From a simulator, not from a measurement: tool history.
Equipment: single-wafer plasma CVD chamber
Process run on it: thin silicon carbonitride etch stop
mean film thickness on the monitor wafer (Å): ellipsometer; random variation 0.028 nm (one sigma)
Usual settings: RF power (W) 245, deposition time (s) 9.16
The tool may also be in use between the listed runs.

run,hour,RF power (W),deposition time (s),wafers since the last listed run,hours since the last thermocouple change,hours since the last RF generator calibration,hours since the showerhead was replaced,hours since the gauge calibration,"read-back reference wafer on the same gauge, thickness_nm",mean film thickness on the monitor wafer (Å)
1,0,215,7.97,0,1117.4,1193.2,4800.7,1658.1,5.391,50.06
2,107.5,245,10.33,3125,1224.9,1300.7,4908.2,1765.6,5.386,66.39
3,209.1,245,10.33,2953,1326.5,1402.3,5009.8,1867.2,5.41,66.85
4,304.4,245,9.16,2770,1421.8,1497.6,5105.1,1962.5,5.409,58.99
5,384,245,9.16,2314,1501.4,1577.2,5184.7,2042.1,5.393,59.08
6,433,245,9.16,1424,1550.4,1626.2,5233.7,2091.1,5.391,59.05
7,524.9,245,7.8,2671,1642.3,1718.1,5325.6,2183,5.398,50.47
8,575.9,245,7.8,1482,1693.3,1769.1,5376.6,2234,5.408,50.45
# hour 620.4: gauge calibrated
9,683.5,245,7.8,3128,1800.9,1876.7,5484.2,63.1,5.096,47.47
10,788.4,245,9.16,3049,1905.8,1981.6,5589.1,168,5.142,56.41
# hour 827.1: RF generator calibrated
11,832.6,245,9.16,1052,1950,5.5,5633.3,212.2,5.162,56.16
12,918.7,245,9.16,2503,2036.1,91.6,5719.4,298.3,5.166,56.81
13,988.9,230,7.4,2040,2106.3,161.8,5789.6,368.5,5.189,45.3
14,1031.1,245,9.16,1226,2148.5,204,5831.8,410.7,5.2,56.83
15,1089.7,275,10.82,1703,2207.1,262.6,5890.4,469.3,5.196,69.76
16,1163.3,205,9.72,2139,2280.7,336.2,5964,542.9,5.213,57.55
17,1246.8,220,8.47,2427,2364.2,419.7,6047.5,626.4,5.246,51.36
18,1320.9,225,8.51,2154,2438.3,493.8,6121.6,700.5,5.265,52.35
19,1426.6,210,9.16,3072,2544,599.5,6227.3,806.2,5.276,55.26
# hour 1513.5: showerhead replaced
20,1531.2,245,9.16,2808,2648.6,704.1,17.7,910.8,5.286,58.07
21,1593.8,245,9.16,1819,2711.2,766.7,80.3,973.4,5.307,57.63
22,1655,230,9.16,1779,2772.4,827.9,141.5,1034.6,5.297,56.64
23,1720.7,245,7.8,1909,2838.1,893.6,207.2,1100.3,5.303,49.48
# hour 1762.8: thermocouple changed; heater temperature recalibrated
24,1789.4,260,8.21,1764,26.6,962.3,275.9,1169,5.294,53.3
25,1870.6,245,9.16,2360,107.8,1043.5,357.1,1250.2,5.318,58.42
26,1944.7,280,10.53,2154,181.9,1117.6,431.2,1324.3,5.312,69.35
27,2041.1,290,9.16,2802,278.3,1214,527.6,1420.7,5.335,62.09
28,2146.2,220,8.42,3055,383.4,1319.1,632.7,1525.8,5.337,52.81
29,2241.6,270,9.9,2773,478.8,1414.5,728.1,1621.2,5.331,65.79
30,2349.6,200,9.16,3139,586.8,1522.5,836.1,1729.2,5.346,55.51
31,2407.9,245,9.16,1694,645.1,1580.8,894.4,1787.5,5.35,58.89
32,2456.2,220,10.13,1404,693.4,1629.1,942.7,1835.8,5.355,62.92
# hour 2496.9: RF generator calibrated
33,2703.8,230,10.36,6965,941,206.9,1190.3,2083.4,5.351,65.61
34,2780.7,275,10.82,2235,1017.9,283.8,1267.2,2160.3,5.363,72.62
35,2842.6,245,9.16,1799,1079.8,345.7,1329.1,2222.2,5.358,58.79

Hidden state, per run?
wafer temperature above the value expected at the setpoint (K): 0 on each run
delivered RF power above the setpoint (%): 0 on each run
H1: gauge reads high (%)
run,H1
1,6.02
2,6.1
3,6.17
4,6.23
5,6.27
6,6.3
7,6.34
8,6.36
9,0.46
10,1.14
11,1.41
12,1.87
13,2.22
14,2.41
15,2.66
16,2.94
17,3.24
18,3.47
19,3.77
20,4.02
21,4.16
22,4.28
23,4.4
24,4.52
25,4.65
26,4.75
27,4.87
28,4.98
29,5.07
30,5.16
31,5.2
32,5.24
33,5.38
34,5.41
35,5.44
